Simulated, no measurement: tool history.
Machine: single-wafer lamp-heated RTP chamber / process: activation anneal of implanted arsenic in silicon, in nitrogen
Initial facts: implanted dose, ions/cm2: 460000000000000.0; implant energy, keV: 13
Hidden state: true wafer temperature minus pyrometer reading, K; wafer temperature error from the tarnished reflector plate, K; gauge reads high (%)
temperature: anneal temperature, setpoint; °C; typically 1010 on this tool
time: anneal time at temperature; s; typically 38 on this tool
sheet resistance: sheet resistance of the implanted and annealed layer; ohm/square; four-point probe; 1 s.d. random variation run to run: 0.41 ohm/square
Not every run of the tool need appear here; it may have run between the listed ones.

run,hour,temperature,time,wafers since the last listed run,wafers since the last pyrometer calibration,wafers since the reflector plate was cleaned,hours since the gauge calibration,"read-back reference wafer on the same gauge, sheet resistance",sheet resistance
1,0.0,1024,38,0,4825,6924,303.3,290.94,240.17
2,16.6,1024,38,135,4960,7059,319.9,291.11,239.68
3,26.3,1010,38,78,5039,7138,329.6,291.04,244.06
4,40.1,1010,38,112,5152,7251,343.4,290.94,244.16
5,50.9,1010,38,87,5240,7338,354.2,291.01,245.22
6,65.1,1023,27,115,5355,7454,368.4,291.07,244.43
7,83.1,1010,29,146,5502,7601,386.4,291.06,248.44
8,95.3,1010,38,99,5601,7700,398.6,290.92,245.02
9,104.6,1010,38,75,5677,7776,407.9,291.03,244.72
10,121.7,1010,38,139,5816,7915,425.0,291.02,244.85
# hour 137.3: pyrometer window cleaned and pyrometer calibrated
11,137.8,1010,38,65,3,7981,441.1,290.93,247.60
12,151.3,1010,38,109,113,8091,454.6,290.87,246.86
13,168.1,995,38,136,250,8227,471.4,291.10,250.83
14,174.9,995,38,55,305,8283,478.2,290.92,251.11
# hour 186.1: reflector plate cleaned
15,186.6,1010,45,30,335,3,489.9,290.83,244.55
16,204.4,1010,38,144,480,148,507.7,290.98,246.31
17,215.7,1010,38,91,572,240,519.0,290.84,246.50
18,228.8,1010,38,106,679,347,532.1,291.04,246.66
19,237.4,1010,60,70,749,417,540.7,291.03,239.74
20,246.3,1010,28,72,821,489,549.6,291.00,249.69
21,257.2,1020,29,88,910,578,560.5,291.03,245.43
22,265.4,1030,24,66,977,645,568.7,291.05,245.23
23,276.7,1035,38,91,1069,737,580.0,291.00,238.53
# hour 278.8: gauge calibrated
24,284.6,1018,58,64,1133,801,5.8,290.96,238.09
25,291.3,1010,38,54,1188,856,12.5,290.98,245.48
26,300.0,1037,19,70,1258,926,21.2,291.04,246.95
27,313.9,1010,38,113,1372,1040,35.1,290.92,245.69
28,324.6,1010,38,87,1459,1127,45.8,291.03,245.45
29,369.7,984,26,367,1826,1494,90.9,290.93,255.52
30,382.8,1036,56,106,1932,1600,104.0,291.07,230.81
31,391.1,1010,30,67,2000,1668,112.3,291.03,247.70
32,405.4,1010,38,116,2116,1784,126.6,290.93,245.34
33,418.6,1010,52,107,2224,1892,139.8,291.00,241.18
34,432.4,1032,38,112,2336,2004,153.6,290.97,237.58

Exercise: give the hidden state of the tool at every run:
wafer temperature error from the tarnished reflector plate, K: 0, the same for each run
gauge reads high (%): 0, the same for each run
H1: true wafer temperature minus pyrometer reading, K
run,H1
1,11.5
2,11.6
3,11.6
4,11.7
5,11.7
6,11.8
7,11.8
8,11.9
9,11.9
10,12
11,2.02
12,2.69
13,3.48
14,3.78
15,4.29
16,5.01
17,5.44
18,5.92
19,6.22
20,6.51
21,6.87
22,7.12
23,7.46
24,7.68
25,7.87
26,8.11
27,8.46
28,8.73
29,9.71
30,9.97
31,10.1
32,10.4
33,10.6
34,10.8

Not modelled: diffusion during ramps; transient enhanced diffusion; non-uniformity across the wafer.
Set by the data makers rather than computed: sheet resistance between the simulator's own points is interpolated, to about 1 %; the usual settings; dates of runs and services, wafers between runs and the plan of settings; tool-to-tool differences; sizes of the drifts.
